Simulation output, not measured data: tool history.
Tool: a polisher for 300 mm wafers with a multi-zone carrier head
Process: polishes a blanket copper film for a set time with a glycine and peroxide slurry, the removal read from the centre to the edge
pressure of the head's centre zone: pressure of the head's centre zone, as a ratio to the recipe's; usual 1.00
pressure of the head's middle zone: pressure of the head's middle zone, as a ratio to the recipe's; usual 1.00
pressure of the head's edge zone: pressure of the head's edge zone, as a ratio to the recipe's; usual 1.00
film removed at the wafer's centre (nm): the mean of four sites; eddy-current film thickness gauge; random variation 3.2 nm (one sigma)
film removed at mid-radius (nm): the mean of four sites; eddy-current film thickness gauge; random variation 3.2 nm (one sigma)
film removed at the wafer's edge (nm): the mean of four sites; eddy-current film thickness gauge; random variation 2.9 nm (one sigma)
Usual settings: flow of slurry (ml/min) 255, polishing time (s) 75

run,day,flow of slurry (ml/min),pressure of the head's centre zone,pressure of the head's middle zone,pressure of the head's edge zone,polishing time (s),wafers since the last listed run,wafers polished on this pad,hours since the slurry nozzle was cleaned,hours since the centre zone pressure was calibrated,hours since the edge zone pressure was calibrated,hours since the carrier head's membrane was replaced,"incoming thickness of the incoming film, nm",film removed at the wafer's centre (nm),film removed at mid-radius (nm),film removed at the wafer's edge (nm)
1,0.000,255,1.06,1.06,1.00,65,0,2373,244.8,441.3,769.6,1357.3,1826.5,384.6,376.1,353.0
# day 2.083: edge zone pressure recalibrated
2,2.633,255,0.97,1.00,1.08,75,585,2959,308.0,504.5,13.2,1420.5,1849.8,411.6,414.9,421.8
3,5.671,170,1.06,1.00,0.89,87,697,3657,380.9,577.4,86.1,1493.4,1830.8,474.6,449.3,432.6
4,7.729,210,1.00,1.00,1.00,75,472,4130,430.3,626.8,135.5,1542.8,1841.6,409.1,403.2,403.6
# day 12.471: carrier head's membrane replaced by a new one
# day 13.417: centre zone pressure recalibrated
5,14.254,255,0.94,1.07,1.00,75,1432,5562,586.9,20.1,292.1,42.8,1811.2,397.5,435.6,414.3
6,16.483,255,0.89,1.06,1.08,94,512,6074,640.4,73.6,345.6,96.3,1858.4,472.5,549.0,529.3
# day 17.092: worn pad replaced by a new one
7,18.067,170,1.06,1.00,0.89,87,325,224,678.4,111.6,383.6,134.3,1804.2,469.3,453.5,432.8
8,20.004,255,1.00,1.00,1.00,75,445,669,724.9,158.1,430.1,180.8,1830.3,416.8,410.8,412.8
# day 20.517: slurry nozzle cleaned
9,22.046,325,1.00,1.00,0.94,75,459,1128,36.7,207.1,479.1,229.8,1839.5,425.8,429.4,407.6
10,23.804,255,1.07,1.00,1.00,88,404,1532,78.9,249.3,521.3,272.0,1816.9,515.6,486.4,487.0
11,28.125,325,1.00,1.00,0.89,99,992,2525,182.6,353.0,625.0,375.7,1809.2,568.1,564.9,536.4
12,31.517,210,1.00,1.00,1.00,75,779,3305,264.0,434.4,706.4,457.1,1804.5,408.1,403.7,400.9
13,33.733,255,0.92,1.00,1.03,75,509,3814,317.2,487.6,759.6,510.3,1821.3,397.3,412.8,418.6
14,37.579,255,1.11,1.00,1.11,87,883,4698,409.5,579.9,851.9,602.6,1846.0,535.5,486.1,502.4
15,40.821,255,1.00,1.00,1.00,75,744,5442,487.3,657.7,929.7,680.4,1841.4,422.9,415.7,412.1
# day 42.142: edge zone pressure recalibrated
16,44.325,255,1.00,1.00,1.00,75,786,6228,571.4,741.8,52.4,764.5,1828.2,420.9,414.1,410.9
# day 46.962: worn pad replaced by a new one
17,48.354,210,1.04,1.00,1.03,82,887,319,668.1,838.5,149.1,861.2,1838.4,477.9,442.8,449.1
# day 49.221: centre zone pressure recalibrated
18,52.717,325,1.00,1.00,1.00,75,983,1302,772.8,83.9,253.8,965.9,1846.9,434.6,431.1,425.8

The next listed run, before its measurement:
# day 52.892: slurry nozzle cleaned
19,56.342,255,1.00,1.00,1.00,75,823,2125,82.8,170.9,340.8,1052.9,1838.5,?,?,?

{"run 19": {"film removed at the wafer's centre (nm)": 417.1, "film removed at mid-radius (nm)": 411.1, "film removed at the wafer's edge (nm)": 411.2}}
Without the tool's hidden state the same run would have given film removed at the wafer's centre (nm) 414.2, film removed at mid-radius (nm) 411.1, film removed at the wafer's edge (nm) 411.2.
